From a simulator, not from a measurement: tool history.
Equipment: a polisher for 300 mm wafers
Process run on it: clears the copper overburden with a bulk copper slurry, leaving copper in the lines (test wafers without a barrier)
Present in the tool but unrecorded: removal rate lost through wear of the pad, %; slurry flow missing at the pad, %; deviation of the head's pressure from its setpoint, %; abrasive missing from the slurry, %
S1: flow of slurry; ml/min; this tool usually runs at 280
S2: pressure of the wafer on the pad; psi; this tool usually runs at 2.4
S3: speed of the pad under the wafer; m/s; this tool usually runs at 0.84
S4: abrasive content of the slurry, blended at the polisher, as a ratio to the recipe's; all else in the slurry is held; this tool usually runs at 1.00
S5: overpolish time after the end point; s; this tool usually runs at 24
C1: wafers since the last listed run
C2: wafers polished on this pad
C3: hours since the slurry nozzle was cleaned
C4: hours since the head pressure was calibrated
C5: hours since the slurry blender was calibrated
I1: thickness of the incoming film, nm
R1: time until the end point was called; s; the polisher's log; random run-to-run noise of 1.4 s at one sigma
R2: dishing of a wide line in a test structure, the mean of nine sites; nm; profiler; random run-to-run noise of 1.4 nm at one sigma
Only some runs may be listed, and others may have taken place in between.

run     day   S1   S2    S3    S4  S5   C1    C2     C3     C4     C5     I1     R1    R2
  1   0.000  280  2.4  0.84  1.00  24    0  1213  349.4   58.2  189.3  681.3   95.5  77.4
  2   0.633  280  2.4  0.84  0.80  31  140  1354  364.6   73.4  204.5  667.9  100.3  84.3
      0.971  -- worn pad replaced by a new one
  3   0.992  280  2.4  0.84  0.80  31   42     4  373.2   82.0  213.1  682.6  101.6  82.2
  4   1.346  280  2.4  0.84  1.00  24   78    83  381.7   90.5  221.6  664.6   97.7  77.4
  5   1.742  280  2.4  0.84  1.00  24   88   171  391.2  100.0  231.1  658.1   95.4  74.0
  6   2.062  280  2.4  0.84  1.00  24   71   242  398.9  107.7  238.8  685.1   96.1  74.7
  7   2.438  280  2.4  0.84  1.00  24   83   326  407.9  116.7  247.8  663.9   95.6  72.5
  8   2.800  280  2.4  0.98  1.10  24   80   406  416.6  125.4  256.5  676.7   89.4  78.0
  9   3.100  280  2.4  0.84  1.00  24   66   473  423.8  132.6  263.7  661.8   97.4  73.0
 10   3.412  280  2.4  1.00  1.00  24   69   542  431.3  140.1  271.2  680.7   88.2  77.2
      3.479  -- slurry nozzle cleaned
 11   3.771  190  2.8  1.00  1.25  24   70   613    7.0  148.7  279.8  662.2   75.7  83.9
 12   4.408  280  1.9  0.84  1.00  24  141   754   22.3  164.0  295.1  676.0  126.4  61.9
 13   4.738  280  2.4  0.84  1.00  24   73   828   30.2  171.9  303.0  668.5  100.2  75.4
 14   5.125  280  2.4  0.84  1.00  24   86   914   39.5  181.2  312.3  671.8  101.5  74.4
 15   5.638  250  2.4  1.00  1.00  11  113  1028   51.8  193.5  324.6  661.6   89.7  49.9
 16   6.296  280  2.4  0.72  0.80  24  146  1174   67.6  209.3  340.4  665.6  114.5  70.0
      6.442  -- slurry blender recalibrated
 17   6.546  315  2.4  0.84  1.00  36   37  1211   73.6  215.3    2.5  668.9   95.6  89.3
      7.329  -- worn pad replaced by a new one
 18   7.350  350  3.0  0.84  1.00  24  141     4   92.9  234.6   21.8  668.6   75.1  88.9
 19   7.496  280  2.4  0.84  1.00  24   32    37   96.4  238.1   25.3  676.1   94.9  72.2
 20   8.121  185  1.6  0.56  0.90  24  138   176  111.4  253.1   40.3  656.5  184.6  48.3
 21   8.442  365  2.4  0.84  1.20  12   71   247  119.1  260.8   48.0  674.3   90.5  53.9
 22   8.738  280  1.7  0.84  1.15  35   65   313  126.2  267.9   55.1  663.9  129.7  71.2
 23   9.167  250  2.4  0.84  0.85  24   95   408  136.5  278.2   65.4  664.0  100.6  74.0
 24   9.500  280  2.4  0.84  1.00  24   74   482  144.5  286.2   73.4  672.1   94.4  73.6
 25  10.233  280  2.4  0.60  1.00  24  163   645  162.1  303.8   91.0  684.4  117.7  69.6
 26  10.821  315  2.4  0.84  0.75  20  130   776  176.2  317.9  105.1  673.8   98.8  68.5
 27  11.288  280  1.7  0.84  1.20  11  103   880  187.4  329.1  116.3  664.5  130.1  35.4
 28  11.833  365  2.4  0.84  1.20  12  121  1001  200.5  342.2  129.4  680.7   89.6  52.7

Forecast each of these 5 alternatives for the next run:
  A  11.854  280  1.7  0.84  1.00  24   4  1006  201.0  342.7  129.9  670.7   ?   ?
  B  11.854  280  2.4  0.84  1.00  37   4  1006  201.0  342.7  129.9  670.7   ?   ?
  C  11.854  340  2.4  0.84  1.15  24   4  1006  201.0  342.7  129.9  670.7   ?   ?
  D  11.854  280  2.4  0.84  0.90  24   4  1006  201.0  342.7  129.9  670.7   ?   ?
  E  11.854  230  1.8  0.84  1.00  24   4  1006  201.0  342.7  129.9  670.7   ?   ?

run     R1    R2
  A  136.4  57.6
  B   96.6  85.8
  C   92.8  74.8
  D   98.2  72.9
  E  131.9  59.3
Without the tool's unlogged condition, the same runs would have read:
run     R1    R2
  A  134.4  58.0
  B   95.2  86.2
  C   91.4  75.3
  D   96.7  73.4
  E  129.9  59.8
